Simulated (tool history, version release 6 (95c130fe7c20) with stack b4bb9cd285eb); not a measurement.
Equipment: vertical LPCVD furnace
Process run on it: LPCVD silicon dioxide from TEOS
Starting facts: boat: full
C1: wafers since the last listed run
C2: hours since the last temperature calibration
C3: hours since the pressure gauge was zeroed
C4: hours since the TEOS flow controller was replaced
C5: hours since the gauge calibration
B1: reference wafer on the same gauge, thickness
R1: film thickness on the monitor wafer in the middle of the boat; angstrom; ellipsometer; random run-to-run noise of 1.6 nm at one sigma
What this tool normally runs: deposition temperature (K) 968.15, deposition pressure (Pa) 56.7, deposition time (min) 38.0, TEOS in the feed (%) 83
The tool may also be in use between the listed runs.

Run 1, hour 0.0: usual settings but TEOS in the feed (%) 70; C1 0; C2 1604.7; C3 3049.9; C4 5192.8; C5 1194.0; B1 294.17. Result: R1 2985.8 angstrom.
Run 2, hour 86.9: usual settings; C1 1532; C2 1691.6; C3 3136.8; C4 5279.7; C5 1280.9; B1 293.98. Result: R1 3237.1 angstrom.
Run 3, hour 160.0: usual settings; C1 1289; C2 1764.7; C3 3209.9; C4 5352.8; C5 1354.0; B1 294.06. Result: R1 3249.7 angstrom.
Run 4, hour 251.5: usual settings but deposition temperature (K) 972.15; C1 1614; C2 1856.2; C3 3301.4; C4 5444.3; C5 1445.5; B1 293.97. Result: R1 3576.7 angstrom.
Run 5, hour 318.1: usual settings but deposition temperature (K) 972.15; C1 1174; C2 1922.8; C3 3368.0; C4 5510.9; C5 1512.1; B1 293.72. Result: R1 3599.4 angstrom.
Run 6, hour 394.9: usual settings but deposition pressure (Pa) 64.0; C1 1354; C2 1999.6; C3 3444.8; C4 5587.7; C5 1588.9; B1 293.64. Result: R1 3461.4 angstrom.
Run 7, hour 470.2: usual settings but deposition pressure (Pa) 64.0; C1 1328; C2 2074.9; C3 3520.1; C4 5663.0; C5 1664.2; B1 294.15. Result: R1 3466.2 angstrom.
At hour 519.2: pressure gauge zeroed.
Run 8, hour 538.0: usual settings; C1 772; C2 2142.7; C3 18.8; C4 5730.8; C5 1732.0; B1 293.93. Result: R1 3252.8 angstrom.
At hour 562.1: gauge calibrated.
Run 9, hour 604.4: usual settings; C1 1171; C2 2209.1; C3 85.2; C4 5797.2; C5 42.3; B1 293.88. Result: R1 3235.8 angstrom.
Run 10, hour 650.1: usual settings but deposition pressure (Pa) 46.0; C1 806; C2 2254.8; C3 130.9; C4 5842.9; C5 88.0; B1 293.84. Result: R1 2933.8 angstrom.
Run 11, hour 735.5: usual settings but deposition pressure (Pa) 46.0; C1 1506; C2 2340.2; C3 216.3; C4 5928.3; C5 173.4; B1 294.01. Result: R1 2926.9 angstrom.
Run 12, hour 811.4: usual settings; C1 1338; C2 2416.1; C3 292.2; C4 6004.2; C5 249.3; B1 293.53. Result: R1 3275.6 angstrom.
Run 13, hour 902.5: usual settings; C1 1607; C2 2507.2; C3 383.3; C4 6095.3; C5 340.4; B1 293.26. Result: R1 3250.7 angstrom.
Run 14, hour 988.2: usual settings but deposition temperature (K) 975.15; C1 1511; C2 2592.9; C3 469.0; C4 6181.0; C5 426.1; B1 294.40. Result: R1 3859.1 angstrom.
Run 15, hour 1037.0: usual settings but deposition time (min) 50.0, TEOS in the feed (%) 69; C1 860; C2 2641.7; C3 517.8; C4 6229.8; C5 474.9; B1 294.52. Result: R1 3907.7 angstrom.
Run 16, hour 1103.0: usual settings but deposition temperature (K) 958.15, deposition pressure (Pa) 61.3, deposition time (min) 51.0, TEOS in the feed (%) 71; C1 1164; C2 2707.7; C3 583.8; C4 6295.8; C5 540.9; B1 293.71. Result: R1 3312.9 angstrom.
Run 17, hour 1139.6: usual settings but deposition temperature (K) 975.15, deposition pressure (Pa) 43.3; C1 645; C2 2744.3; C3 620.4; C4 6332.4; C5 577.5; B1 294.09. Result: R1 3357.7 angstrom.
Run 18, hour 1212.8: usual settings but deposition temperature (K) 963.15, deposition pressure (Pa) 45.3, deposition time (min) 34.0, TEOS in the feed (%) 91; C1 1291; C2 2817.5; C3 693.6; C4 6405.6; C5 650.7; B1 294.24. Result: R1 2442.6 angstrom.
At hour 1238.1: TEOS flow controller replaced.
At hour 1286.5: thermocouples replaced and temperature profile calibrated.
Run 19, hour 1287.0: usual settings but deposition pressure (Pa) 60.7; C1 462; C2 0.5; C3 767.8; C4 48.9; C5 724.9; B1 293.46. Result: R1 3176.3 angstrom.
Run 20, hour 1327.3: usual settings; C1 710; C2 40.8; C3 808.1; C4 89.2; C5 765.2; B1 293.41. Result: R1 3080.0 angstrom.
Run 21, hour 1379.2: usual settings but deposition temperature (K) 964.15; C1 915; C2 92.7; C3 860.0; C4 141.1; C5 817.1; B1 293.64. Result: R1 2803.6 angstrom.
Run 22, hour 1460.3: usual settings but TEOS in the feed (%) 75; C1 1430; C2 173.8; C3 941.1; C4 222.2; C5 898.2; B1 294.62. Result: R1 2926.2 angstrom.
Run 23, hour 1499.0: usual settings but deposition pressure (Pa) 43.3, deposition time (min) 26.0, TEOS in the feed (%) 97; C1 682; C2 212.5; C3 979.8; C4 260.9; C5 936.9; B1 293.87. Result: R1 2003.2 angstrom.
Run 24, hour 1546.0: usual settings; C1 829; C2 259.5; C3 1026.8; C4 307.9; C5 983.9; B1 293.56. Result: R1 3124.7 angstrom.
Run 25, hour 1651.2: usual settings; C1 1855; C2 364.7; C3 1132.0; C4 413.1; C5 1089.1; B1 294.07. Result: R1 3126.3 angstrom.
Run 26, hour 1695.5: usual settings but deposition temperature (K) 974.15, deposition time (min) 23.5; C1 781; C2 409.0; C3 1176.3; C4 457.4; C5 1133.4; B1 294.42. Result: R1 2249.8 angstrom.

What if the next run were any one of these 3? Each begins from the tool's condition after run 26:
Run A, hour 1699.7: usual settings; C1 74; C2 413.2; C3 1180.5; C4 461.6; C5 1137.6; B1 ?. Result: R1 ?.
Run B, hour 1699.7: usual settings but deposition pressure (Pa) 50.0, deposition time (min) 45.0, TEOS in the feed (%) 75; C1 74; C2 413.2; C3 1180.5; C4 461.6; C5 1137.6; B1 ?. Result: R1 ?.
Run C, hour 1699.7: usual settings but deposition temperature (K) 979.15, deposition time (min) 44.5; C1 74; C2 413.2; C3 1180.5; C4 461.6; C5 1137.6; B1 ?. Result: R1 ?.

run      B1      R1
  A  293.79  3144.7
  B  293.79  3325.3
  C  293.79  4751.8
Without the tool's hidden state the same runs would have given:
run      R1
  A  3048.5
  B  3223.5
  C  4609.5
